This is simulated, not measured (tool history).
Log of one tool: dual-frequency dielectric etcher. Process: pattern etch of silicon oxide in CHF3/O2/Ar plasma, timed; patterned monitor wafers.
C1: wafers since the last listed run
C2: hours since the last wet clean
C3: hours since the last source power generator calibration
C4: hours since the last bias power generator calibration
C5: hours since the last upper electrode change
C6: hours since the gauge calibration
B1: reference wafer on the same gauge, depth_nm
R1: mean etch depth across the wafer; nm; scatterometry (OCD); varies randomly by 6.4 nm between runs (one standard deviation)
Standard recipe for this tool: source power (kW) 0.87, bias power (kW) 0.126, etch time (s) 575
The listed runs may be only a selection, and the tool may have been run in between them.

Run 1, day 0: usual settings; C1 0; C2 296.3; C3 3914.2; C4 1796; C5 17; C6 234.8; B1 1050. Result: R1 1166.6 nm.
Run 2, day 0.329: usual settings; C1 14; C2 304.2; C3 3922.1; C4 1803.9; C5 24.9; C6 242.7; B1 1049.6. Result: R1 1156.2 nm.
Run 3, day 0.942: usual settings; C1 27; C2 318.9; C3 3936.8; C4 1818.6; C5 39.6; C6 257.4; B1 1051.3. Result: R1 1152 nm.
Run 4, day 1.658: usual settings; C1 31; C2 336.1; C3 3954; C4 1835.8; C5 56.8; C6 274.6; B1 1049.5. Result: R1 1156.8 nm.
At day 2.733: wet clean of the chamber.
Run 5, day 3.092: usual settings; C1 19; C2 8.6; C3 3988.4; C4 1870.2; C5 91.2; C6 309; B1 1050. Result: R1 1170.4 nm.
At day 3.396: bias power generator calibrated.
At day 3.621: source power generator calibrated.
Run 6, day 4.542: usual settings; C1 49; C2 43.4; C3 22.1; C4 27.5; C5 126; C6 343.8; B1 1050. Result: R1 1182.8 nm.
Run 7, day 4.804: usual settings but source power (kW) 1.07; C1 11; C2 49.7; C3 28.4; C4 33.8; C5 132.3; C6 350.1; B1 1048.8. Result: R1 1256.5 nm.
Run 8, day 5.129: usual settings but bias power (kW) 0.105, etch time (s) 634.5; C1 14; C2 57.5; C3 36.2; C4 41.6; C5 140.1; C6 357.9; B1 1050.8. Result: R1 1239.1 nm.
Run 9, day 5.862: usual settings but bias power (kW) 0.096; C1 32; C2 75.1; C3 53.8; C4 59.2; C5 157.7; C6 375.5; B1 1049.7. Result: R1 1097.9 nm.
At day 6.038: gauge calibrated.
Run 10, day 6.117: usual settings but source power (kW) 1.05, bias power (kW) 0.151, etch time (s) 652.5; C1 11; C2 81.2; C3 59.9; C4 65.3; C5 163.8; C6 1.9; B1 1050.6. Result: R1 1470.9 nm.
Run 11, day 6.538: usual settings; C1 18; C2 91.3; C3 70; C4 75.4; C5 173.9; C6 12; B1 1050.8. Result: R1 1179.4 nm.
Run 12, day 7.108: usual settings but source power (kW) 0.69, bias power (kW) 0.148, etch time (s) 649; C1 25; C2 105; C3 83.7; C4 89.1; C5 187.6; C6 25.7; B1 1049.9. Result: R1 1307.5 nm.
Run 13, day 7.458: usual settings but source power (kW) 0.8, bias power (kW) 0.143; C1 15; C2 113.4; C3 92.1; C4 97.5; C5 196; C6 34.1; B1 1049.1. Result: R1 1195.4 nm.
Run 14, day 8.096: usual settings but bias power (kW) 0.098, etch time (s) 671.5; C1 28; C2 128.7; C3 107.4; C4 112.8; C5 211.3; C6 49.4; B1 1050. Result: R1 1289.2 nm.
Run 15, day 8.375: usual settings but source power (kW) 0.7, bias power (kW) 0.139, etch time (s) 626; C1 12; C2 135.4; C3 114.1; C4 119.5; C5 218; C6 56.1; B1 1049.8. Result: R1 1241.3 nm.
Run 16, day 9.029: usual settings but bias power (kW) 0.151, etch time (s) 444.5; C1 29; C2 151.1; C3 129.8; C4 135.2; C5 233.7; C6 71.8; B1 1050.4. Result: R1 955.4 nm.
Run 17, day 9.679: usual settings but source power (kW) 1.03, bias power (kW) 0.156; C1 28; C2 166.7; C3 145.4; C4 150.8; C5 249.3; C6 87.4; B1 1050.3. Result: R1 1304.2 nm.
Run 18, day 9.975: usual settings but bias power (kW) 0.152; C1 13; C2 173.8; C3 152.5; C4 157.9; C5 256.4; C6 94.5; B1 1050.2. Result: R1 1229.4 nm.
Run 19, day 10.458: usual settings; C1 21; C2 185.4; C3 164.1; C4 169.5; C5 268; C6 106.1; B1 1050.6. Result: R1 1164.8 nm.
Run 20, day 10.742: usual settings but bias power (kW) 0.112, etch time (s) 674.5; C1 12; C2 192.2; C3 170.9; C4 176.3; C5 274.8; C6 112.9; B1 1049.4. Result: R1 1335.1 nm.
Run 21, day 11.204: usual settings but source power (kW) 0.99, bias power (kW) 0.139, etch time (s) 439; C1 20; C2 203.3; C3 182; C4 187.4; C5 285.9; C6 124; B1 1050.1. Result: R1 945.1 nm.
Run 22, day 11.521: usual settings; C1 14; C2 210.9; C3 189.6; C4 195; C5 293.5; C6 131.6; B1 1050.2. Result: R1 1161.3 nm.
Run 23, day 11.792: usual settings but source power (kW) 1.08, bias power (kW) 0.143, etch time (s) 634; C1 12; C2 217.4; C3 196.1; C4 201.5; C5 300; C6 138.1; B1 1050. Result: R1 1418 nm.
Run 24, day 12.392: usual settings but etch time (s) 487.5; C1 26; C2 231.8; C3 210.5; C4 215.9; C5 314.4; C6 152.5; B1 1050.6. Result: R1 985 nm.
Run 25, day 12.933: usual settings but bias power (kW) 0.115; C1 24; C2 244.8; C3 223.5; C4 228.9; C5 327.4; C6 165.5; B1 1049.5. Result: R1 1134.9 nm.
Run 26, day 13.379: usual settings but source power (kW) 1.05, bias power (kW) 0.098; C1 19; C2 255.5; C3 234.2; C4 239.6; C5 338.1; C6 176.2; B1 1049.8. Result: R1 1150.7 nm.
Run 27, day 13.979: usual settings but source power (kW) 0.81, bias power (kW) 0.137, etch time (s) 479; C1 26; C2 269.9; C3 248.6; C4 254; C5 352.5; C6 190.6; B1 1050.6. Result: R1 970.3 nm.
Run 28, day 14.633: usual settings but bias power (kW) 0.152; C1 29; C2 285.6; C3 264.3; C4 269.7; C5 368.2; C6 206.3; B1 1050.3. Result: R1 1212 nm.
Run 29, day 16.517: usual settings but source power (kW) 0.66; C1 83; C2 330.8; C3 309.5; C4 314.9; C5 413.4; C6 251.5; B1 1050.1. Result: R1 1076.8 nm.

5 options for the next run, each taken on its own from the tool as it stands now. Forecast them:
Run A, day 16.542: usual settings; C1 1; C2 331.4; C3 310.1; C4 315.5; C5 414; C6 252.1; B1 ?. Result: R1 ?.
Run B, day 16.542: usual settings but source power (kW) 0.72, bias power (kW) 0.115, etch time (s) 741.5; C1 1; C2 331.4; C3 310.1; C4 315.5; C5 414; C6 252.1; B1 ?. Result: R1 ?.
Run C, day 16.542: usual settings but source power (kW) 0.71, bias power (kW) 0.106, etch time (s) 452; C1 1; C2 331.4; C3 310.1; C4 315.5; C5 414; C6 252.1; B1 ?. Result: R1 ?.
Run D, day 16.542: usual settings but bias power (kW) 0.155; C1 1; C2 331.4; C3 310.1; C4 315.5; C5 414; C6 252.1; B1 ?. Result: R1 ?.
Run E, day 16.542: usual settings but source power (kW) 0.66, bias power (kW) 0.148, etch time (s) 480; C1 1; C2 331.4; C3 310.1; C4 315.5; C5 414; C6 252.1; B1 ?. Result: R1 ?.

run      B1      R1
  A  1050.8  1157.4
  B  1050.8  1381.1
  C  1050.8   820.3
  D  1050.8    1229
  E  1050.8   939.7
Stripped of hidden state, with their random variation kept, the same runs would have yielded:
run      R1
  A  1191.4
  B  1421.7
  C   844.4
  D    1265
  E   967.3
